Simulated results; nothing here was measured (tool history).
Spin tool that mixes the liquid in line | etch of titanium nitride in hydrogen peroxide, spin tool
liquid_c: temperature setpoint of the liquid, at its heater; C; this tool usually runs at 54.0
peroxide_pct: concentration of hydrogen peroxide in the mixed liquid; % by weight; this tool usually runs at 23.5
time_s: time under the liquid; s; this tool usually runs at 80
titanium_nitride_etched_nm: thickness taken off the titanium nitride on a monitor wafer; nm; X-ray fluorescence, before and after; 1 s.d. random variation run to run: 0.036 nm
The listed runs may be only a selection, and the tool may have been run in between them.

run	hour	liquid_c	peroxide_pct	time_s	read-back film thickness of the titanium nitride reference wafer, read on the same gauge (nm)	titanium_nitride_etched_nm
1	0.0	54.0	23.5	80	69.35	5.70
2	56.6	54.0	23.5	80	69.15	5.60
3	139.0	54.0	23.5	80	68.94	5.60
4	237.0	54.0	23.5	115	68.67	8.04
5	337.6	54.0	23.5	80	68.38	5.58
6	425.6	54.0	19.0	80	70.02	5.43
7	508.7	54.0	19.0	80	69.74	5.38
8	549.7	54.0	26.5	80	69.66	5.85
9	650.6	54.0	23.5	80	69.38	5.72
10	721.0	49.0	26.5	35	69.17	1.77
11	822.7	54.0	23.5	80	68.88	5.57
12	904.9	61.5	25.5	100	68.65	11.96
13	1063.5	54.0	17.5	105	69.70	6.98
14	1102.8	54.0	23.5	80	69.56	5.70
15	1181.1	63.0	27.5	130	69.37	17.46

Not shown here: 7 entries made in the log between runs. Locate each between two listed runs and compare the hidden state at the listed run before it with the hidden state at the listed run after it:
Logged between run 2 and run 3: new drum of peroxide connected (hour 109.7)
  gauge reads high (%): -1.19 -> -1.52
  measured minus no-state result, titanium_nitride_etched_nm: -0.07 -> -0.09 nm
Logged between run 5 and run 6: gauge calibrated (hour 393.5)
  gauge reads high (%): -2.31 -> -0.00224
  measured minus no-state result, titanium_nitride_etched_nm: -0.14 -> +0.00 nm
Logged between run 6 and run 7: peroxide flow meter replaced (hour 431.6); thermometer replaced (hour 442.8); heated supply line repaired (hour 463.1)
  gauge reads high (%): -0.00224 -> -0.335
  measured minus no-state result, titanium_nitride_etched_nm: +0.00 -> -0.02 nm
Logged between run 9 and run 10: new drum of peroxide connected (hour 711.1)
  gauge reads high (%): -0.902 -> -1.18
  measured minus no-state result, titanium_nitride_etched_nm: -0.06 -> -0.02 nm
Logged between run 12 and run 13: gauge calibrated (hour 1023.8)
  gauge reads high (%): -1.92 -> -0.442
  measured minus no-state result, titanium_nitride_etched_nm: -0.23 -> -0.03 nm
